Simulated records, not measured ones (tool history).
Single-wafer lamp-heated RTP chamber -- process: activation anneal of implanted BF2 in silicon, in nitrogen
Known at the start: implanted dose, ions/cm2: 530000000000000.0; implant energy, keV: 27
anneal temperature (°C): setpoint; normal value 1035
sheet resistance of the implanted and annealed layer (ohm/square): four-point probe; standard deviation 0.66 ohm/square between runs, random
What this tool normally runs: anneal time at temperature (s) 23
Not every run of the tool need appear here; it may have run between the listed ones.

run,hour,anneal temperature (°C),anneal time at temperature (s),"read-back reference wafer on the same gauge, sheet resistance",sheet resistance of the implanted and annealed layer (ohm/square)
1,0,1035,27,193.03,224.48
# hour 37.5: pyrometer window cleaned and pyrometer calibrated
2,40.3,1035,27,192.93,224.98
3,144.9,1035,23,192.76,226.57
4,249.1,1035,23,192.86,226.07
5,314,1035,23,193.13,226.69
6,409.8,1035,23,193.17,226.53
# hour 437.1: reflector plate cleaned
7,466.2,1035,23,192.95,226.7
# hour 529.8: pyrometer window cleaned and pyrometer calibrated
8,556,1035,23,193.04,226.96
# hour 598.5: gauge calibrated
9,629.2,1035,23,193.09,226.02
10,725.1,1035,23,193.01,227.31
11,804.1,1035,23,192.97,225.62
12,869,1035,23,193.25,225.81
13,952.5,1035,31,192.93,223.46
# hour 1025.9: reflector plate cleaned
14,1052.6,1035,31,192.8,224.24
# hour 1062.3: pyrometer window cleaned and pyrometer calibrated
15,1106.3,1035,31,193.22,224.27
16,1159.7,1035,23,192.86,225.84
17,1232.1,1035,23,192.83,225.8
18,1323.6,1035,16,192.66,227.54
19,1428,1056,23,192.73,224.39
20,1493.2,1058,23,193.1,224.94
# hour 1549.1: pyrometer window cleaned and pyrometer calibrated
21,1595.5,1035,10,193.13,231.45
22,1652.4,1035,23,192.76,226.94
# hour 1666.9: reflector plate cleaned
23,1716.3,1049,35,192.96,222.14
24,1815.1,1049,10,193.01,229.13
25,1916.7,1035,23,192.7,226.21
# hour 1977.7: gauge calibrated
26,1989.9,1046,23,193.07,224.22
27,2055.5,1024,15,193.09,231.35
# hour 2091.3: pyrometer window cleaned and pyrometer calibrated
28,2117.6,1050,23,193.1,224.91
29,2209,1053,31,193.34,222.37
# hour 2259.3: reflector plate cleaned
30,2298.5,1013,23,193.11,230.82
31,2357.9,1060,19,193.01,225.32
32,2395.6,1014,13,192.84,233.26
33,2472.6,1035,23,193.13,227.8
34,2563.8,1013,29,193.04,229.67
# hour 2601.3: pyrometer window cleaned and pyrometer calibrated
35,2648.3,1035,36,193.03,222.84
36,2749.1,1035,11,192.75,229.88
37,2829.9,1035,23,192.93,226.06

Hidden state, per run?
true wafer temperature minus pyrometer reading, K: 0, the same for each run
wafer temperature error from the tarnished reflector plate, K: 0, the same for each run
gauge reads high (%): 0, the same for each run
